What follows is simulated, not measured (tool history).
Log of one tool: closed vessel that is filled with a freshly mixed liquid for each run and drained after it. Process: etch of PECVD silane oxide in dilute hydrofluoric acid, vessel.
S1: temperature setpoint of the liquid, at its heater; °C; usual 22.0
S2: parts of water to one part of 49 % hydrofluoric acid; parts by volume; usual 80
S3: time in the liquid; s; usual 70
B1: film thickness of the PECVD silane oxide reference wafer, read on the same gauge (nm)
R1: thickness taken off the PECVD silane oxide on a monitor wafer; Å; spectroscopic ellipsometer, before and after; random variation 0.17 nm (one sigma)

run 1 hour=0.0 | S1=22.0 S2=80 S3=70 | B1=80.04 | R1=449.8
run 2 hour=13.6 | S1=22.0 S2=80 S3=70 | B1=80.00 | R1=449.2
run 3 hour=40.7 | S1=22.0 S2=80 S3=70 | B1=80.06 | R1=450.7
run 4 hour=57.6 | S1=22.0 S2=80 S3=70 | B1=79.99 | R1=449.1
run 5 hour=72.3 | S1=22.0 S2=80 S3=50 | B1=80.04 | R1=320.1
run 6 hour=95.1 | S1=22.0 S2=80 S3=70 | B1=80.01 | R1=447.5
-- hour=129.4 thermometer replaced
run 7 hour=129.9 | S1=22.0 S2=80 S3=70 | B1=79.98 | R1=407.7
run 8 hour=149.3 | S1=22.0 S2=80 S3=70 | B1=80.00 | R1=408.1
-- hour=164.1 gauge calibrated
run 9 hour=199.5 | S1=22.0 S2=110 S3=70 | B1=79.99 | R1=288.3
run 10 hour=216.6 | S1=22.0 S2=80 S3=70 | B1=80.04 | R1=407.6
run 11 hour=233.5 | S1=18.0 S2=60 S3=55 | B1=79.94 | R1=374.6
-- hour=240.3 hydrofluoric acid flow meter replaced
run 12 hour=253.6 | S1=22.0 S2=80 S3=70 | B1=80.00 | R1=409.2
run 13 hour=287.4 | S1=25.0 S2=80 S3=55 | B1=79.99 | R1=363.3
run 14 hour=316.0 | S1=25.0 S2=80 S3=70 | B1=80.00 | R1=462.2
run 15 hour=328.4 | S1=23.5 S2=80 S3=40 | B1=79.98 | R1=251.3
run 16 hour=364.4 | S1=22.0 S2=80 S3=105 | B1=80.01 | R1=615.9
run 17 hour=395.7 | S1=19.5 S2=45 S3=100 | B1=79.98 | R1=982.0
run 18 hour=408.3 | S1=18.0 S2=80 S3=30 | B1=79.99 | R1=150.0

Forecast each of these 3 alternatives for the next run:
run A hour=409.0 | S1=22.0 S2=80 S3=70 | B1=? | R1=?
run B hour=409.0 | S1=20.0 S2=95 S3=30 | B1=? | R1=?
run C hour=409.0 | S1=22.0 S2=60 S3=105 | B1=? | R1=?

run=A B1=79.97 R1=411.3
run=B B1=79.97 R1=134.4
run=C B1=79.97 R1=843.2
Without the tool's hidden state the same runs would have given:
run=A R1=405.4
run=B R1=132.5
run=C R1=831.0

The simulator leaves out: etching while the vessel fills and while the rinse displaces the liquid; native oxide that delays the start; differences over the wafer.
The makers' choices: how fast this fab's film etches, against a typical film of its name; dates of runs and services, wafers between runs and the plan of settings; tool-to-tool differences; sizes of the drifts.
